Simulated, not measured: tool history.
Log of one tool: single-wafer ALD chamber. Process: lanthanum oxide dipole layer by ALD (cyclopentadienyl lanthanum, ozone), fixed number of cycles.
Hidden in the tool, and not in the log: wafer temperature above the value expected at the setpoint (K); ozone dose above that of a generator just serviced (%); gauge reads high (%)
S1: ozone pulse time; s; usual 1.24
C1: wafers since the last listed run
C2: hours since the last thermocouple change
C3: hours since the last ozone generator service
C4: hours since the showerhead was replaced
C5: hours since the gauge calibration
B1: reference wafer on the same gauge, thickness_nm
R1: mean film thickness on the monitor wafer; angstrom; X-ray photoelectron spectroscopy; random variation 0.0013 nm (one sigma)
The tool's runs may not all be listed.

| run | hour | S1 | C1 | C2 | C3 | C4 | C5 | B1 | R1 |
|---|---|---|---|---|---|---|---|---|---|
| 1 | 0.0 | 1.00 | 0 | 1658.3 | 996.5 | 4244.3 | 123.0 | 0.521 | 4.09 |
| 2 | 29.7 | 1.00 | 388 | 1688.0 | 1026.2 | 4274.0 | 152.7 | 0.521 | 4.07 |
| 3 | 47.7 | 0.96 | 235 | 1706.0 | 1044.2 | 4292.0 | 170.7 | 0.521 | 3.99 |
|  | 61.2 | gauge calibrated |
| 4 | 69.9 | 0.96 | 290 | 1728.2 | 1066.4 | 4314.2 | 8.7 | 0.521 | 3.99 |
| 5 | 90.4 | 0.96 | 268 | 1748.7 | 1086.9 | 4334.7 | 29.2 | 0.521 | 4.00 |
| 6 | 124.1 | 1.53 | 440 | 1782.4 | 1120.6 | 4368.4 | 62.9 | 0.521 | 4.80 |
| 7 | 145.5 | 1.53 | 279 | 1803.8 | 1142.0 | 4389.8 | 84.3 | 0.521 | 4.80 |
| 8 | 174.7 | 1.53 | 382 | 1833.0 | 1171.2 | 4419.0 | 113.5 | 0.521 | 4.78 |
|  | 200.4 | thermocouple changed; heater temperature recalibrated |
| 9 | 208.1 | 1.24 | 332 | 7.7 | 1204.6 | 4452.4 | 146.9 | 0.521 | 4.46 |
|  | 223.3 | showerhead replaced |
|  | 231.5 | ozone generator serviced |
| 10 | 232.0 | 1.24 | 103 | 31.6 | 0.5 | 8.7 | 170.8 | 0.521 | 5.00 |
|  | 235.6 | gauge calibrated |
| 11 | 243.8 | 1.39 | 154 | 43.4 | 12.3 | 20.5 | 8.2 | 0.521 | 5.11 |

Run 12 comes next. What will it give?
| 12 | 272.9 | 1.49 | 380 | 72.5 | 41.4 | 49.6 | 37.3 | ? | ? |

B1: 0.521
R1: 5.14 angstrom
Without the tool's hidden state the same run would have given R1 5.22 angstrom.

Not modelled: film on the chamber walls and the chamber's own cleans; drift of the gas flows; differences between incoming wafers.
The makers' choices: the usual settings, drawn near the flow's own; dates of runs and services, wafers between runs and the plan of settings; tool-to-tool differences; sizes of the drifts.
